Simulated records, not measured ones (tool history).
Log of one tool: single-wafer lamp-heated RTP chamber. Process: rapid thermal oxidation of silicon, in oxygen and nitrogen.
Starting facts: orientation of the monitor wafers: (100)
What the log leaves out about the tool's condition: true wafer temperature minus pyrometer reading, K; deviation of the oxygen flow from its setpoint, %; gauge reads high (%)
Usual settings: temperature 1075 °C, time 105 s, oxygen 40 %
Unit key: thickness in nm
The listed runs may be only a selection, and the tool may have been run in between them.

| run | hour | temperature | time | oxygen | wafers since the last listed run | wafers since the last pyrometer calibration | hours since the oxygen flow controller was replaced | hours since the gauge calibration | read-back reference wafer on the same gauge, thickness | thickness |
|---|---|---|---|---|---|---|---|---|---|---|
| 1 | 0 | 1075 | 84 | 55 | 0 | 1964 | 6040.2 | 321.6 | 9.841 | 9.524 |
| 2 | 56.4 | 1075 | 105 | 40 | 559 | 2523 | 6096.6 | 378 | 9.841 | 9.361 |
| 3 | 128.2 | 1075 | 105 | 40 | 712 | 3236 | 6168.4 | 449.8 | 9.856 | 9.351 |
| 4 | 164.3 | 1075 | 105 | 40 | 358 | 3594 | 6204.5 | 485.9 | 9.837 | 9.38 |
|  | 243.2 | pyrometer window cleaned and pyrometer calibrated |
| 5 | 248.2 | 1075 | 65 | 40 | 753 | 49 | 6288.4 | 569.8 | 9.829 | 7.674 |
| 6 | 277.4 | 1075 | 65 | 40 | 289 | 339 | 6317.6 | 599 | 9.838 | 7.777 |
| 7 | 313.1 | 1075 | 105 | 40 | 354 | 693 | 6353.3 | 634.7 | 9.837 | 9.656 |
| 8 | 375.7 | 1075 | 105 | 40 | 621 | 1314 | 6415.9 | 697.3 | 9.839 | 9.774 |
| 9 | 426.1 | 1075 | 105 | 40 | 500 | 1814 | 6466.3 | 747.7 | 9.835 | 9.778 |
| 10 | 459.9 | 1075 | 105 | 40 | 335 | 2150 | 6500.1 | 781.5 | 9.85 | 9.793 |
|  | 473.5 | oxygen flow controller replaced |
| 11 | 510 | 1075 | 105 | 40 | 417 | 2567 | 36.5 | 831.6 | 9.835 | 9.807 |
|  | 529.1 | pyrometer window cleaned and pyrometer calibrated, repeated, since the last time left the tool worse |
| 12 | 568 | 1075 | 105 | 40 | 496 | 386 | 94.5 | 889.6 | 9.84 | 9.195 |
| 13 | 608.2 | 1055 | 105 | 40 | 398 | 784 | 134.7 | 929.8 | 9.837 | 8.022 |
| 14 | 661.3 | 1055 | 105 | 40 | 526 | 1311 | 187.8 | 982.9 | 9.84 | 8.144 |
| 15 | 699.7 | 1075 | 105 | 40 | 380 | 1692 | 226.2 | 1021.3 | 9.846 | 9.27 |
| 16 | 730.3 | 1063 | 68 | 68 | 303 | 1996 | 256.8 | 1051.9 | 9.836 | 8.517 |
| 17 | 764 | 1075 | 56 | 51 | 334 | 2330 | 290.5 | 1085.6 | 9.853 | 7.624 |
| 18 | 834.8 | 1085 | 84 | 26 | 702 | 3033 | 361.3 | 1156.4 | 9.836 | 7.722 |
|  | 869.5 | pyrometer window cleaned and pyrometer calibrated |
| 19 | 875.1 | 1063 | 71 | 58 | 320 | 55 | 401.6 | 1196.7 | 9.851 | 8.01 |
| 20 | 945.7 | 1075 | 105 | 40 | 700 | 756 | 472.2 | 1267.3 | 9.853 | 9.165 |
| 21 | 974 | 1075 | 65 | 21 | 280 | 1036 | 500.5 | 1295.6 | 9.837 | 5.934 |
| 22 | 1001.9 | 1045 | 105 | 30 | 276 | 1313 | 528.4 | 1323.5 | 9.848 | 6.834 |
| 23 | 1043.7 | 1063 | 68 | 68 | 414 | 1728 | 570.2 | 1365.3 | 9.83 | 8.528 |
| 24 | 1097.1 | 1075 | 71 | 31 | 529 | 2258 | 623.6 | 1418.7 | 9.847 | 7.105 |
| 25 | 1167 | 1075 | 105 | 40 | 693 | 2951 | 693.5 | 1488.6 | 9.842 | 9.307 |
|  | 1202.2 | gauge calibrated |
| 26 | 1236.3 | 1103 | 153 | 58 | 687 | 3639 | 762.8 | 34.1 | 9.84 | 15.087 |
|  | 1250.5 | pyrometer window cleaned and pyrometer calibrated |
| 27 | 1264.3 | 1075 | 105 | 30 | 198 | 136 | 790.8 | 62.1 | 9.851 | 8.269 |
| 28 | 1308.5 | 1050 | 105 | 40 | 438 | 575 | 835 | 106.3 | 9.832 | 7.816 |
| 29 | 1395.4 | 1075 | 105 | 40 | 862 | 1437 | 921.9 | 193.2 | 9.836 | 9.308 |
| 30 | 1437.6 | 1089 | 57 | 40 | 418 | 1856 | 964.1 | 235.4 | 9.837 | 7.799 |
| 31 | 1497.4 | 1050 | 105 | 18 | 593 | 2449 | 1023.9 | 295.2 | 9.837 | 5.981 |
| 32 | 1554.8 | 1087 | 105 | 17 | 569 | 3018 | 1081.3 | 352.6 | 9.836 | 7.486 |
| 33 | 1582.9 | 1075 | 59 | 40 | 278 | 3297 | 1109.4 | 380.7 | 9.835 | 7.253 |
|  | 1601.3 | pyrometer window cleaned and pyrometer calibrated |
| 34 | 1636.4 | 1096 | 73 | 52 | 451 | 348 | 1162.9 | 434.2 | 9.837 | 9.718 |
| 35 | 1661.2 | 1093 | 128 | 61 | 246 | 594 | 1187.7 | 459 | 9.843 | 13.163 |
| 36 | 1688 | 1075 | 105 | 40 | 265 | 860 | 1214.5 | 485.8 | 9.837 | 9.236 |

Each run again, without the hidden state but with its own random variation kept:
| run | thickness |
|---|---|
| 1 | 9.251 |
| 2 | 9.071 |
| 3 | 9.043 |
| 4 | 9.066 |
| 5 | 7.25 |
| 6 | 7.302 |
| 7 | 9.01 |
| 8 | 9.054 |
| 9 | 9.024 |
| 10 | 9.022 |
| 11 | 9.017 |
| 12 | 9.087 |
| 13 | 7.872 |
| 14 | 7.943 |
| 15 | 9.021 |
| 16 | 8.268 |
| 17 | 7.394 |
| 18 | 7.478 |
| 19 | 7.984 |
| 20 | 9.016 |
| 21 | 5.819 |
| 22 | 6.675 |
| 23 | 8.304 |
| 24 | 6.905 |
| 25 | 9.021 |
| 26 | 14.628 |
| 27 | 8.209 |
| 28 | 7.689 |
| 29 | 9.07 |
| 30 | 7.582 |
| 31 | 5.792 |
| 32 | 7.246 |
| 33 | 7.01 |
| 34 | 9.638 |
| 35 | 12.998 |
| 36 | 9.081 |
